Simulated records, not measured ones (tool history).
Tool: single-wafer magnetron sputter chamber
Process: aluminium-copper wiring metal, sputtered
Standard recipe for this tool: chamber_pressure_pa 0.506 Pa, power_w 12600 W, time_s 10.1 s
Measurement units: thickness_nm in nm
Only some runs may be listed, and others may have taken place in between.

run   hour  chamber_pressure_pa  power_w  time_s  wafers since the last listed run  wafers on the sputter target  hours since the last manometer calibration  hours since the magnet pack was replaced  hours since the gauge calibration  read-back reference wafer on the same gauge, thickness_nm  thickness_nm
  1    0.0                0.506    12600    10.1                                 0                          1328                                      2514.9                                    6457.6                              127.8                                                    242.091       225.515
  2   11.8                0.506    12600    10.1                               267                          1596                                      2526.7                                    6469.4                              139.6                                                    242.163       225.207
  3   21.9                0.506    12600    10.1                               228                          1824                                      2536.8                                    6479.5                              149.7                                                    242.213       225.159
  4   34.1                0.506    10150    10.1                               276                          2101                                      2549.0                                    6491.7                              161.9                                                    242.013       201.037
  5   45.5                0.506    10150    10.1                               258                          2359                                      2560.4                                    6503.1                              173.3                                                    241.976       201.147
  6   60.4                0.506    10150    10.1                               337                          2696                                      2575.3                                    6518.0                              188.2                                                    242.098       201.839
  7   77.9                0.434    11150    10.1                               396                          3092                                      2592.8                                    6535.5                              205.7                                                    242.166       215.157
      79.9  -- gauge calibrated
     100.1  -- magnet pack replaced, of another model than before
  8  102.7                0.645    12600    10.1                               380                          3473                                      2617.6                                       2.6                               22.8                                                    241.784       204.055
     115.0  -- sputter target and shields replaced
     119.0  -- capacitance manometer re-zeroed and calibrated
  9  119.5                0.641    11750    10.1                               109                            11                                         0.5                                      19.4                               39.6                                                    242.222       200.128
 10  119.8                0.645    12600    10.1                                 6                            18                                         0.8                                      19.7                               39.9                                                    241.999       206.649
 11  138.6                0.639    14800     8.2                               425                           444                                        19.6                                      38.5                               58.7                                                    241.999       183.287
 12  153.3                0.645    12600    10.1                               332                           777                                        34.3                                      53.2                               73.4                                                    242.265       206.876
 13  166.5                0.506    13450    10.1                               298                          1075                                        47.5                                      66.4                               86.6                                                    241.998       233.679
 14  183.9                0.628    11600    10.8                               393                          1469                                        64.9                                      83.8                              104.0                                                    241.995       212.524
 15  194.8                0.313    12600    10.1                               246                          1716                                        75.8                                      94.7                              114.9                                                    241.755       254.011

4 ways to go on from here, each from the tool as it stands after run 15. What would each give?
  A  195.2                0.401    12600    10.1                                 9                          1725                                        76.2                                      95.1                              115.3                                                          ?             ?
  B  195.2                0.695    13550     8.8                                 9                          1725                                        76.2                                      95.1                              115.3                                                          ?             ?
  C  195.2                0.614    11600    10.1                                 9                          1725                                        76.2                                      95.1                              115.3                                                          ?             ?
  D  195.2                0.447    12600    10.7                                 9                          1725                                        76.2                                      95.1                              115.3                                                          ?             ?

run  read-back reference wafer on the same gauge, thickness_nm  thickness_nm
  A                                                    241.714       240.578
  B                                                    241.714       180.435
  C                                                    241.714       200.488
  D                                                    241.714       247.183
Take away the tool's hidden state, keep each run's random variation, and the runs would have read:
run  thickness_nm
  A       241.608
  B       181.207
  C       201.346
  D       248.241
